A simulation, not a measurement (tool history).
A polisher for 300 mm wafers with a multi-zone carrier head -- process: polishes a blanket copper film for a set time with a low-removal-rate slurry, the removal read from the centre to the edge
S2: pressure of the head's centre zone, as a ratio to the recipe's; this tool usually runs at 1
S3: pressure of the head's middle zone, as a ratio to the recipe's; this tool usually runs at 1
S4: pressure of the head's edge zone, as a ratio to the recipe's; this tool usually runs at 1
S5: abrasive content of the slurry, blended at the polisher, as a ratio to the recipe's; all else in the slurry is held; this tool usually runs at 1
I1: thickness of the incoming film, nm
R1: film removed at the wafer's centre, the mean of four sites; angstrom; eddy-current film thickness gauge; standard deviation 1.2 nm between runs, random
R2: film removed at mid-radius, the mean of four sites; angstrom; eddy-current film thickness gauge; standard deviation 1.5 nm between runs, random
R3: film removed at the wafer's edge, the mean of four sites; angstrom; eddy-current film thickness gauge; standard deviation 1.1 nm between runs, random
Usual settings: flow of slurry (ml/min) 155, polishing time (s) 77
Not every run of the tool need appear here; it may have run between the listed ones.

run 1 hour=0 | flow_of_slurry_(ml/min)=155 S2=1 S3=1 S4=1 S5=1 polishing_time_(s)=61 | I1=844.7 | R1=1262 R2=1215 R3=1169
-- hour=1.7 slurry nozzle cleaned
run 2 hour=80.6 | flow_of_slurry_(ml/min)=155 S2=1 S3=1 S4=1 S5=1 polishing_time_(s)=77 | I1=851.7 | R1=1621 R2=1552 R3=1469
run 3 hour=185.5 | flow_of_slurry_(ml/min)=155 S2=1 S3=1 S4=1 S5=1 polishing_time_(s)=77 | I1=850.8 | R1=1645 R2=1555 R3=1475
-- hour=201 worn pad replaced by a new one
run 4 hour=266.8 | flow_of_slurry_(ml/min)=155 S2=1 S3=1 S4=1 S5=1 polishing_time_(s)=77 | I1=840 | R1=1650 R2=1517 R3=1497
run 5 hour=343.5 | flow_of_slurry_(ml/min)=155 S2=1 S3=1 S4=1 S5=1 polishing_time_(s)=77 | I1=841.1 | R1=1656 R2=1552 R3=1472
run 6 hour=425.7 | flow_of_slurry_(ml/min)=155 S2=1 S3=1 S4=1 S5=1 polishing_time_(s)=77 | I1=846.9 | R1=1674 R2=1539 R3=1495
-- hour=435.6 worn pad replaced by a new one
run 7 hour=482.5 | flow_of_slurry_(ml/min)=155 S2=1 S3=1 S4=1 S5=1 polishing_time_(s)=77 | I1=838.8 | R1=1665 R2=1560 R3=1484
-- hour=522.7 edge zone pressure recalibrated
run 8 hour=561.2 | flow_of_slurry_(ml/min)=155 S2=1 S3=1 S4=1 S5=1 polishing_time_(s)=77 | I1=859 | R1=1674 R2=1539 R3=1495
run 9 hour=607.1 | flow_of_slurry_(ml/min)=155 S2=1 S3=1 S4=1 S5=1 polishing_time_(s)=77 | I1=852.9 | R1=1675 R2=1576 R3=1478
run 10 hour=663.4 | flow_of_slurry_(ml/min)=155 S2=0.91 S3=0.89 S4=1.12 S5=0.75 polishing_time_(s)=77 | I1=852.4 | R1=1434 R2=1292 R3=1456
-- hour=714.3 worn pad replaced by a new one
-- hour=717.1 centre zone pressure recalibrated
run 11 hour=739.7 | flow_of_slurry_(ml/min)=155 S2=1 S3=1 S4=1 S5=1 polishing_time_(s)=77 | I1=836.4 | R1=1589 R2=1517 R3=1465
-- hour=767.4 slurry nozzle cleaned
run 12 hour=825.9 | flow_of_slurry_(ml/min)=155 S2=1 S3=1 S4=1 S5=1.1 polishing_time_(s)=77 | I1=833.7 | R1=1662 R2=1582 R3=1506
run 13 hour=893.7 | flow_of_slurry_(ml/min)=155 S2=1.09 S3=0.94 S4=0.91 S5=1 polishing_time_(s)=77 | I1=856.7 | R1=1788 R2=1468 R3=1421
-- hour=945.4 worn pad replaced by a new one
run 14 hour=965.9 | flow_of_slurry_(ml/min)=155 S2=0.91 S3=0.89 S4=1.12 S5=0.75 polishing_time_(s)=77 | I1=848.3 | R1=1395 R2=1326 R3=1475
-- hour=1002.1 carrier head's membrane replaced by a new one
run 15 hour=1044.5 | flow_of_slurry_(ml/min)=105 S2=0.93 S3=0.93 S4=1 S5=1 polishing_time_(s)=92 | I1=854.2 | R1=1679 R2=1605 R3=1690
run 16 hour=1139.3 | flow_of_slurry_(ml/min)=155 S2=0.93 S3=1 S4=1 S5=1 polishing_time_(s)=77 | I1=841 | R1=1565 R2=1555 R3=1501
-- hour=1185.9 worn pad replaced by a new one
run 17 hour=1224.2 | flow_of_slurry_(ml/min)=155 S2=1 S3=1 S4=1 S5=1 polishing_time_(s)=99 | I1=851.3 | R1=2190 R2=1999 R3=1897
run 18 hour=1295.1 | flow_of_slurry_(ml/min)=130 S2=0.9 S3=1 S4=1 S5=1.15 polishing_time_(s)=77 | I1=853.3 | R1=1499 R2=1540 R3=1495

Alternative continuations, all from the tool just after run 18; predict every row:
run A hour=1295.5 | flow_of_slurry_(ml/min)=155 S2=1 S3=1 S4=1 S5=1 polishing_time_(s)=77 | I1=854.9 | R1=? R2=? R3=?
run B hour=1295.5 | flow_of_slurry_(ml/min)=155 S2=0.96 S3=1 S4=1 S5=1 polishing_time_(s)=77 | I1=854.9 | R1=? R2=? R3=?
run C hour=1295.5 | flow_of_slurry_(ml/min)=155 S2=0.97 S3=1.11 S4=1 S5=1.15 polishing_time_(s)=69 | I1=854.9 | R1=? R2=? R3=?
run D hour=1295.5 | flow_of_slurry_(ml/min)=155 S2=1 S3=1 S4=0.91 S5=1 polishing_time_(s)=77 | I1=854.9 | R1=? R2=? R3=?
run E hour=1295.5 | flow_of_slurry_(ml/min)=190 S2=1 S3=1 S4=1 S5=0.75 polishing_time_(s)=98 | I1=854.9 | R1=? R2=? R3=?

run=A R1=1688 R2=1508 R3=1490
run=B R1=1622 R2=1508 R3=1490
run=C R1=1515 R2=1522 R3=1375
run=D R1=1688 R2=1508 R3=1437
run=E R1=2097 R2=1866 R3=1828
Without the tool's hidden state the same runs would have given:
run=A R1=1586 R2=1508 R3=1490
run=B R1=1524 R2=1509 R3=1490
run=C R1=1423 R2=1523 R3=1375
run=D R1=1586 R2=1508 R3=1437
run=E R1=1971 R2=1867 R3=1828
